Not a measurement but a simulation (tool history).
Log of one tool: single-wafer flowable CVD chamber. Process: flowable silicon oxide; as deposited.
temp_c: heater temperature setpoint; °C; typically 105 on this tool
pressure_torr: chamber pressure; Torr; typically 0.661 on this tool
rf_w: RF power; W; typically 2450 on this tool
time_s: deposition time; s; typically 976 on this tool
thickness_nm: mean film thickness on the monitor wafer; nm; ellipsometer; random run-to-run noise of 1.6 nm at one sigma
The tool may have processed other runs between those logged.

run,day,temp_c,pressure_torr,rf_w,time_s,"read-back reference wafer on the same gauge, thickness_nm",thickness_nm
1,0.000,109,0.661,2450,976,492.671,401.323
2,0.692,105,0.661,2615,976,493.195,455.655
3,1.812,105,0.661,2615,976,493.081,452.626
4,2.992,105,0.661,2450,1123,492.183,521.333
5,3.683,105,0.661,2450,1123,493.141,520.709
6,4.221,105,0.661,2450,1123,493.039,524.068
7,5.658,105,0.661,2700,976,492.916,459.779
8,10.146,105,0.661,2700,976,493.142,459.742
9,10.688,105,0.661,2700,976,492.774,465.267
10,11.929,105,0.661,2450,976,492.170,455.600
# day 12.317: gauge calibrated
11,12.754,105,0.661,2450,976,493.334,460.542
# day 13.538: capacitance manometer re-zeroed and calibrated
12,14.096,105,0.661,2450,976,493.625,458.226
13,15.579,105,0.661,2780,976,493.193,463.901
14,16.088,105,0.661,2780,976,493.259,465.661
15,17.404,105,0.817,2450,893,492.845,521.894
16,18.550,105,0.546,2450,903,493.019,355.123
17,19.192,98,0.764,2855,827,492.336,567.588
18,20.000,95,0.578,2225,1150,492.404,633.925

What does the tool deliver on the next run?
# day 20.679: thermocouple changed; heater temperature recalibrated
19,21.062,114,0.498,2800,976,?,?

read-back reference wafer on the same gauge, thickness_nm: 493.169
thickness_nm: 258.830 nm
The same run, on a tool lacking any hidden state, would have yielded thickness_nm 259.380 nm.
